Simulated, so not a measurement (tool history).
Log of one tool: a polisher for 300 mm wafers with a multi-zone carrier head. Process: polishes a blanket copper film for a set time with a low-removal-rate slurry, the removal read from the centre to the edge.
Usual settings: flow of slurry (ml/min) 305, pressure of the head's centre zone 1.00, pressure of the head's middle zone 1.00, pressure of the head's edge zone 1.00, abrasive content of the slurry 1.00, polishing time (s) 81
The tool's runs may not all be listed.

run     day  flow of slurry (ml/min)  pressure of the head's centre zone  pressure of the head's middle zone  pressure of the head's edge zone  abrasive content of the slurry  polishing time (s)  wafers since the last listed run  wafers polished on this pad  hours since the slurry nozzle was cleaned  hours since the centre zone pressure was calibrated  hours since the edge zone pressure was calibrated  hours since the carrier head's membrane was replaced  incoming thickness of the incoming film, nm  film removed at the wafer's centre (Å)  film removed at mid-radius (Å)  film removed at the wafer's edge (Å)
  1   0.000                      305                                1.05                                1.00                              1.00                            1.00                  81                                 0                          280                                      198.6                                                571.0                                               48.1                                                1789.7                                       1104.8                                    2398                            2530                                  2452
      3.046  -- worn pad replaced by a new one
  2   3.067                      305                                1.05                                1.00                              1.00                            1.00                  81                               464                            3                                      272.2                                                644.6                                              121.7                                                1863.3                                       1105.3                                    2490                            2680                                  2624
  3   3.962                      305                                1.00                                1.00                              1.00                            1.00                  81                               143                          146                                      293.7                                                666.1                                              143.2                                                1884.8                                       1109.9                                    2272                            2585                                  2506
  4   5.200                      305                                1.00                                1.00                              1.00                            1.00                  81                               198                          345                                      323.4                                                695.8                                              172.9                                                1914.5                                       1100.5                                    2179                            2468                                  2504
  5   5.908                      305                                1.00                                1.00                              1.00                            1.00                  81                               113                          458                                      340.4                                                712.8                                              189.9                                                1931.5                                       1106.9                                    2143                            2463                                  2467
  6   7.012                      305                                1.00                                1.04                              1.00                            1.00                  81                               176                          635                                      366.9                                                739.3                                              216.4                                                1958.0                                       1089.9                                    2090                            2518                                  2391
      7.329  -- centre zone pressure recalibrated
  7   7.829                      305                                1.00                                1.04                              1.00                            1.00                  81                               117                          753                                      386.5                                                 12.0                                              236.0                                                1977.6                                       1084.6                                    2462                            2497                                  2369
      8.129  -- carrier head's membrane replaced by a new one
      8.246  -- worn pad replaced by a new one
  8   8.379                      305                                1.00                                1.04                              1.00                            1.00                  81                                35                           21                                      399.7                                                 25.2                                              249.2                                                   6.0                                       1095.4                                    2689                            2746                                  2622
  9   9.775                      255                                1.00                                1.00                              1.00                            1.00                  81                               223                          244                                      433.2                                                 58.7                                              282.7                                                  39.5                                       1108.7                                    2528                            2461                                  2423
 10  10.933                      305                                1.00                                1.00                              1.00                            1.00                  81                               185                          430                                      461.0                                                 86.5                                              310.5                                                  67.3                                       1105.3                                    2513                            2435                                  2364
     11.717  -- slurry nozzle cleaned
 11  12.008                      305                                1.00                                1.00                              1.00                            1.00                 105                               165                          596                                        7.0                                                112.3                                              336.3                                                  93.1                                       1105.5                                    3084                            3156                                  3059
 12  12.554                      305                                1.10                                1.00                              1.00                            1.25                  93                                87                          683                                       20.1                                                125.4                                              349.4                                                 106.2                                       1106.6                                    3199                            2841                                  2767
     13.717  -- edge zone pressure recalibrated
     13.796  -- worn pad replaced by a new one
 13  13.908                      305                                1.00                                1.00                              1.00                            1.00                  81                               190                           17                                       52.6                                                157.9                                                4.6                                                 138.7                                       1080.7                                    2730                            2710                                  2615
 14  14.588                      250                                1.00                                1.00                              1.00                            1.00                  81                               108                          126                                       68.9                                                174.2                                               20.9                                                 155.0                                       1096.1                                    2568                            2581                                  2527
 15  15.967                      305                                1.00                                1.04                              1.00                            1.00                  81                               221                          347                                      102.0                                                207.3                                               54.0                                                 188.1                                       1102.0                                    2522                            2586                                  2489
 16  17.338                      395                                1.00                                1.00                              1.00                            1.00                  81                               219                          567                                      134.9                                                240.2                                               86.9                                                 221.0                                       1106.7                                    2476                            2516                                  2482
 17  18.779                      335                                1.00                                0.89                              0.89                            1.15                  81                               231                          798                                      169.5                                                274.8                                              121.5                                                 255.6                                       1095.3                                    2496                            2254                                  2370
     19.267  -- worn pad replaced by a new one
 18  20.100                      370                                0.95                                1.00                              0.88                            0.90                  81                               184                          133                                      201.2                                                306.5                                              153.2                                                 287.3                                       1093.1                                    2327                            2562                                  2404

What the log doesn't show, run by run:
slurry flow missing at the pad, %: 0 in every run
deviation of the edge zone's pressure from its setpoint, %: 0 in every run
H1: removal rate lost through wear of the pad, %
H2: deviation of the centre zone's pressure from its setpoint, %
run     H1      H2
  1   7.73   -8.16
  2  0.568   -10.6
  3   4.84   -11.3
  4   8.09   -12.4
  5   9.15   -13.1
  6   10.1   -14.1
  7   10.6   0.903
  8   2.08    0.89
  9   7.58   0.815
 10   9.78   0.706
 11   10.9   0.568
 12   11.2   0.484
 13  0.849   0.236
 14    4.1  0.0908
 15   7.86  -0.249
 16   9.57  -0.645
 17   10.4   -1.12
 18   4.65   -1.62

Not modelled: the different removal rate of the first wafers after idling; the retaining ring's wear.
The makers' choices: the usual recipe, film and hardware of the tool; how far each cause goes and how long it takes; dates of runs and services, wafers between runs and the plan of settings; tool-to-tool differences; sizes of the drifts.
